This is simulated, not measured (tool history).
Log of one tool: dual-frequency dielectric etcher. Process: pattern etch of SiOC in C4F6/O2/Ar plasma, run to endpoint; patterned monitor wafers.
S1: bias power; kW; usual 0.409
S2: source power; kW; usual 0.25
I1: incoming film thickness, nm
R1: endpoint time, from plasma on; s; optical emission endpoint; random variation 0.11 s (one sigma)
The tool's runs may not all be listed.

{"run": 1, "day": 0.0, "S1": 0.464, "S2": 0.25, "I1": 50.7, "R1": 22.6}
{"run": 2, "day": 1.088, "S1": 0.464, "S2": 0.25, "I1": 51.9, "R1": 23}
{"run": 3, "day": 2.546, "S1": 0.464, "S2": 0.25, "I1": 51.6, "R1": 23.2}
{"run": 4, "day": 3.608, "S1": 0.409, "S2": 0.25, "I1": 51.4, "R1": 24.1}
{"run": 5, "day": 4.612, "S1": 0.409, "S2": 0.25, "I1": 51.6, "R1": 24.5}
{"day": 5.304, "done": "source power generator calibrated"}
{"run": 6, "day": 6.579, "S1": 0.409, "S2": 0.25, "I1": 51.2, "R1": 24.4}
{"day": 7.983, "done": "upper electrode replaced"}
{"day": 8.975, "done": "wet clean of the chamber"}
{"run": 7, "day": 8.996, "S1": 0.409, "S2": 0.25, "I1": 51.9, "R1": 22.3}
{"run": 8, "day": 9.008, "S1": 0.431, "S2": 0.27, "I1": 51.4, "R1": 21.1}
{"run": 9, "day": 9.488, "S1": 0.409, "S2": 0.23, "I1": 51.9, "R1": 23.4}
{"run": 10, "day": 10.367, "S1": 0.366, "S2": 0.27, "I1": 51.3, "R1": 22.4}
{"run": 11, "day": 11.058, "S1": 0.469, "S2": 0.22, "I1": 51.8, "R1": 22.5}
{"day": 12.525, "done": "wet clean of the chamber, repeated, since the last time left the tool worse"}
{"run": 12, "day": 12.546, "S1": 0.444, "S2": 0.29, "I1": 51.7, "R1": 21.5}
{"run": 13, "day": 13.021, "S1": 0.474, "S2": 0.28, "I1": 51.7, "R1": 21.7}
{"day": 13.992, "done": "bias power generator calibrated"}
{"run": 14, "day": 14.025, "S1": 0.326, "S2": 0.25, "I1": 51.6, "R1": 25.8}
{"run": 15, "day": 15.246, "S1": 0.326, "S2": 0.25, "I1": 51.7, "R1": 26}
{"run": 16, "day": 16.721, "S1": 0.38, "S2": 0.29, "I1": 51.8, "R1": 23.2}
{"run": 17, "day": 17.654, "S1": 0.357, "S2": 0.27, "I1": 51.5, "R1": 24.2}

4 ways to go on from here, each from the tool as it stands after run 17. What would each give?
{"run": "A", "day": 17.671, "S1": 0.347, "S2": 0.25, "I1": 52.3, "R1": "?"}
{"run": "B", "day": 17.671, "S1": 0.452, "S2": 0.3, "I1": 52.3, "R1": "?"}
{"run": "C", "day": 17.671, "S1": 0.34, "S2": 0.3, "I1": 52.3, "R1": "?"}
{"run": "D", "day": 17.671, "S1": 0.359, "S2": 0.23, "I1": 52.3, "R1": "?"}

run=A R1=25.6
run=B R1=21.6
run=C R1=23.9
run=D R1=26.2
Without the tool's hidden state the same runs would have given:
run=A R1=25.3
run=B R1=21.4
run=C R1=23.6
run=D R1=25.9
